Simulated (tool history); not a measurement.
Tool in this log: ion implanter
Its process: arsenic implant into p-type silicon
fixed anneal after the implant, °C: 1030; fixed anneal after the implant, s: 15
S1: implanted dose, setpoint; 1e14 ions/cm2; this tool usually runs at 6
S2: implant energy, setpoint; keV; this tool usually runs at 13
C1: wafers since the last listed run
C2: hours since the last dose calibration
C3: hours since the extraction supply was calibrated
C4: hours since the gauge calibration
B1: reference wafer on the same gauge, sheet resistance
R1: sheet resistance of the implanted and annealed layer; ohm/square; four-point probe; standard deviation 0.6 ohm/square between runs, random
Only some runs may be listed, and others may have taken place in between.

{"run": 1, "day": 0.0, "S1": 7.27, "S2": 13, "C1": 0, "C2": 788.4, "C3": 5987.4, "C4": 45.5, "B1": 189.07, "R1": 155.32}
{"run": 2, "day": 1.304, "S1": 5.09, "S2": 12, "C1": 497, "C2": 819.7, "C3": 6018.7, "C4": 76.8, "B1": 188.84, "R1": 198.96}
{"run": 3, "day": 1.9, "S1": 5.09, "S2": 12, "C1": 227, "C2": 834, "C3": 6033, "C4": 91.1, "B1": 189.06, "R1": 199.9}
{"run": 4, "day": 2.917, "S1": 5.09, "S2": 12, "C1": 388, "C2": 858.4, "C3": 6057.4, "C4": 115.5, "B1": 188.93, "R1": 197.97}
{"run": 5, "day": 3.808, "S1": 6, "S2": 13, "C1": 340, "C2": 879.8, "C3": 6078.8, "C4": 136.9, "B1": 188.91, "R1": 175.45}
{"run": 6, "day": 4.975, "S1": 6, "S2": 13, "C1": 445, "C2": 907.8, "C3": 6106.8, "C4": 164.9, "B1": 188.88, "R1": 175.04}
{"run": 7, "day": 6.346, "S1": 6, "S2": 13, "C1": 523, "C2": 940.7, "C3": 6139.7, "C4": 197.8, "B1": 188.95, "R1": 174.95}
{"run": 8, "day": 7.696, "S1": 6, "S2": 13, "C1": 515, "C2": 973.1, "C3": 6172.1, "C4": 230.2, "B1": 189.01, "R1": 174.16}
{"run": 9, "day": 8.967, "S1": 4.77, "S2": 13, "C1": 485, "C2": 1003.6, "C3": 6202.6, "C4": 260.7, "B1": 189.23, "R1": 204.6}
{"run": 10, "day": 10.438, "S1": 6, "S2": 13, "C1": 561, "C2": 1038.9, "C3": 6237.9, "C4": 296, "B1": 188.99, "R1": 173}
{"run": 11, "day": 11.783, "S1": 4.29, "S2": 11.5, "C1": 513, "C2": 1071.2, "C3": 6270.2, "C4": 328.3, "B1": 189.06, "R1": 222.79}
{"run": 12, "day": 12.538, "S1": 6, "S2": 16.5, "C1": 287, "C2": 1089.3, "C3": 6288.3, "C4": 346.4, "B1": 189.14, "R1": 168.78}
{"day": 14.571, "done": "Faraday cup replaced and dose calibrated"}
{"run": 13, "day": 14.592, "S1": 6, "S2": 13, "C1": 656, "C2": 0.5, "C3": 6337.6, "C4": 395.7, "B1": 189, "R1": 177.96}

Run 14 is up next; what results do you expect?
{"day": 14.925, "done": "gauge calibrated"}
{"day": 16.325, "done": "extraction supply calibrated"}
{"run": 14, "day": 16.346, "S1": 4.35, "S2": 13, "C1": 542, "C2": 42.6, "C3": 0.5, "C4": 34.1, "B1": "?", "R1": "?"}

Logged for run 14: B1 189.06, R1 223.86 ohm/square.
Without the tool's hidden state the same run would have given R1 224.15 ohm/square.
